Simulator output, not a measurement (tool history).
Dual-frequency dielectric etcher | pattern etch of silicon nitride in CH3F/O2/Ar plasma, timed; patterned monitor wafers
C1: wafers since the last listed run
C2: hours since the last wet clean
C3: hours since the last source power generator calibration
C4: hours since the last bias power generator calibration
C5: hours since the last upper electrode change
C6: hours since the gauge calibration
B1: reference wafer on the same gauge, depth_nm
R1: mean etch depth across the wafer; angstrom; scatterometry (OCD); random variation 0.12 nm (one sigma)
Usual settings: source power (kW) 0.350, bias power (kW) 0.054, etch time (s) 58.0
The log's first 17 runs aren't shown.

{"run": 18, "hour": 257.9, "source power (kW)": 0.32, "bias power (kW)": 0.065, "etch time (s)": 52.0, "C1": 2, "C2": 8.3, "C3": 71.7, "C4": 3877.5, "C5": 0.8, "C6": 47.9, "B1": 34.97, "R1": 346.4}
{"run": 19, "hour": 263.1, "source power (kW)": 0.29, "bias power (kW)": 0.066, "etch time (s)": 50.0, "C1": 42, "C2": 13.5, "C3": 76.9, "C4": 3882.7, "C5": 6.0, "C6": 53.1, "B1": 34.97, "R1": 321.7}
{"run": 20, "hour": 281.3, "source power (kW)": 0.35, "bias power (kW)": 0.046, "etch time (s)": 71.0, "C1": 148, "C2": 31.7, "C3": 95.1, "C4": 3900.9, "C5": 24.2, "C6": 71.3, "B1": 35.01, "R1": 431.1}
{"run": 21, "hour": 292.3, "source power (kW)": 0.35, "bias power (kW)": 0.058, "etch time (s)": 63.0, "C1": 89, "C2": 42.7, "C3": 106.1, "C4": 3911.9, "C5": 35.2, "C6": 82.3, "B1": 34.99, "R1": 417.0}
{"run": 22, "hour": 304.6, "source power (kW)": 0.39, "bias power (kW)": 0.046, "etch time (s)": 43.0, "C1": 100, "C2": 55.0, "C3": 118.4, "C4": 3924.2, "C5": 47.5, "C6": 94.6, "B1": 34.99, "R1": 271.6}
{"run": 23, "hour": 316.7, "source power (kW)": 0.35, "bias power (kW)": 0.054, "etch time (s)": 58.0, "C1": 98, "C2": 67.1, "C3": 130.5, "C4": 3936.3, "C5": 59.6, "C6": 106.7, "B1": 35.0, "R1": 372.8}
{"hour": 324.3, "done": "bias power generator calibrated"}
{"run": 24, "hour": 342.4, "source power (kW)": 0.32, "bias power (kW)": 0.041, "etch time (s)": 41.5, "C1": 177, "C2": 92.8, "C3": 156.2, "C4": 18.1, "C5": 85.3, "C6": 132.4, "B1": 34.99, "R1": 232.1}
{"run": 25, "hour": 356.6, "source power (kW)": 0.35, "bias power (kW)": 0.065, "etch time (s)": 58.0, "C1": 116, "C2": 107.0, "C3": 170.4, "C4": 32.3, "C5": 99.5, "C6": 146.6, "B1": 34.98, "R1": 397.5}
{"run": 26, "hour": 365.3, "source power (kW)": 0.31, "bias power (kW)": 0.042, "etch time (s)": 49.0, "C1": 71, "C2": 115.7, "C3": 179.1, "C4": 41.0, "C5": 108.2, "C6": 155.3, "B1": 35.02, "R1": 272.6}
{"run": 27, "hour": 382.1, "source power (kW)": 0.32, "bias power (kW)": 0.064, "etch time (s)": 75.0, "C1": 137, "C2": 132.5, "C3": 195.9, "C4": 57.8, "C5": 125.0, "C6": 172.1, "B1": 34.93, "R1": 494.1}
{"run": 28, "hour": 392.3, "source power (kW)": 0.35, "bias power (kW)": 0.054, "etch time (s)": 69.5, "C1": 83, "C2": 142.7, "C3": 206.1, "C4": 68.0, "C5": 135.2, "C6": 182.3, "B1": 35.04, "R1": 443.4}
{"run": 29, "hour": 408.5, "source power (kW)": 0.35, "bias power (kW)": 0.054, "etch time (s)": 58.0, "C1": 132, "C2": 158.9, "C3": 222.3, "C4": 84.2, "C5": 151.4, "C6": 198.5, "B1": 35.01, "R1": 369.5}
{"run": 30, "hour": 421.8, "source power (kW)": 0.31, "bias power (kW)": 0.042, "etch time (s)": 49.0, "C1": 108, "C2": 172.2, "C3": 235.6, "C4": 97.5, "C5": 164.7, "C6": 211.8, "B1": 35.04, "R1": 269.5}

Forecast each of these 3 alternatives for the next run:
{"run": "A", "hour": 422.2, "source power (kW)": 0.35, "bias power (kW)": 0.054, "etch time (s)": 58.0, "C1": 3, "C2": 172.6, "C3": 236.0, "C4": 97.9, "C5": 165.1, "C6": 212.2, "B1": "?", "R1": "?"}
{"run": "B", "hour": 422.2, "source power (kW)": 0.42, "bias power (kW)": 0.044, "etch time (s)": 71.0, "C1": 3, "C2": 172.6, "C3": 236.0, "C4": 97.9, "C5": 165.1, "C6": 212.2, "B1": "?", "R1": "?"}
{"run": "C", "hour": 422.2, "source power (kW)": 0.35, "bias power (kW)": 0.054, "etch time (s)": 75.0, "C1": 3, "C2": 172.6, "C3": 236.0, "C4": 97.9, "C5": 165.1, "C6": 212.2, "B1": "?", "R1": "?"}

run=A B1=35.00 R1=368.4
run=B B1=35.00 R1=451.6
run=C B1=35.00 R1=476.3
Without the tool's hidden state the same runs would have given:
run=A R1=374.5
run=B R1=459.2
run=C R1=484.3
